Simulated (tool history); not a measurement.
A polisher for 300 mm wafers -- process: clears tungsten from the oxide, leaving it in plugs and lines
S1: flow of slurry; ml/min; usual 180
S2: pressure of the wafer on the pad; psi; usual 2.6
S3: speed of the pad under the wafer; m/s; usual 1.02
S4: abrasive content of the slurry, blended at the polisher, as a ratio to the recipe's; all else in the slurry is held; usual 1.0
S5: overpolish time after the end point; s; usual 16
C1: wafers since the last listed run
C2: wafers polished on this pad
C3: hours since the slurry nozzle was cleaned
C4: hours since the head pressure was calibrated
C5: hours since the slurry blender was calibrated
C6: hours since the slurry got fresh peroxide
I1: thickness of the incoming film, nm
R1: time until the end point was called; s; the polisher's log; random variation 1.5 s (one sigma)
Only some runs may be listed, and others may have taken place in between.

run	hour	S1	S2	S3	S4	S5	C1	C2	C3	C4	C5	C6	I1	R1
1	0.0	180	2.6	1.02	1.0	16	0	1014	396.3	940.3	122.6	10.8	349.7	102.6
# hour 20.2: slurry nozzle cleaned
2	25.6	180	2.6	1.02	1.0	16	209	1224	5.4	965.9	148.2	36.4	347.4	101.5
# hour 56.2: worn pad replaced by a new one
3	79.4	180	2.6	1.02	1.0	16	425	198	59.2	1019.7	202.0	90.2	351.3	96.8
4	123.0	180	2.6	1.02	1.0	16	372	570	102.8	1063.3	245.6	133.8	348.7	101.3
# hour 185.8: slurry blender recalibrated
5	187.2	180	2.6	1.02	1.0	16	530	1101	167.0	1127.5	1.4	198.0	344.5	103.0
# hour 188.7: slurry tank refilled with fresh slurry and peroxide
6	255.5	180	2.6	1.30	1.0	16	574	1675	235.3	1195.8	69.7	66.8	342.9	84.4
# hour 260.6: worn pad replaced by a new one
# hour 381.7: slurry tank refilled with fresh slurry and peroxide
# hour 409.1: head pressure recalibrated
7	422.6	180	2.6	1.30	1.0	16	1366	1357	402.4	13.5	236.8	40.9	347.8	84.0
# hour 432.3: worn pad replaced by a new one
8	459.6	180	2.6	1.30	1.0	16	281	233	439.4	50.5	273.8	77.9	347.7	77.4
# hour 484.2: slurry blender recalibrated
9	521.5	180	2.6	1.02	1.0	16	511	744	501.3	112.4	37.3	139.8	347.9	100.2
# hour 527.9: slurry nozzle cleaned
10	551.0	180	2.6	1.30	1.0	16	243	987	23.1	141.9	66.8	169.3	341.0	80.0
# hour 584.5: slurry tank refilled with fresh slurry and peroxide
11	600.0	135	2.6	1.02	1.0	16	409	1397	72.1	190.9	115.8	15.5	342.8	107.8

Predict the results of run 12:
# hour 608.2: worn pad replaced by a new one
12	642.8	180	2.6	1.02	1.1	12	331	295	114.9	233.7	158.6	58.3	347.3	?

R1: 93.0 s
Without the tool's hidden state the same run would have given R1 90.8 s.
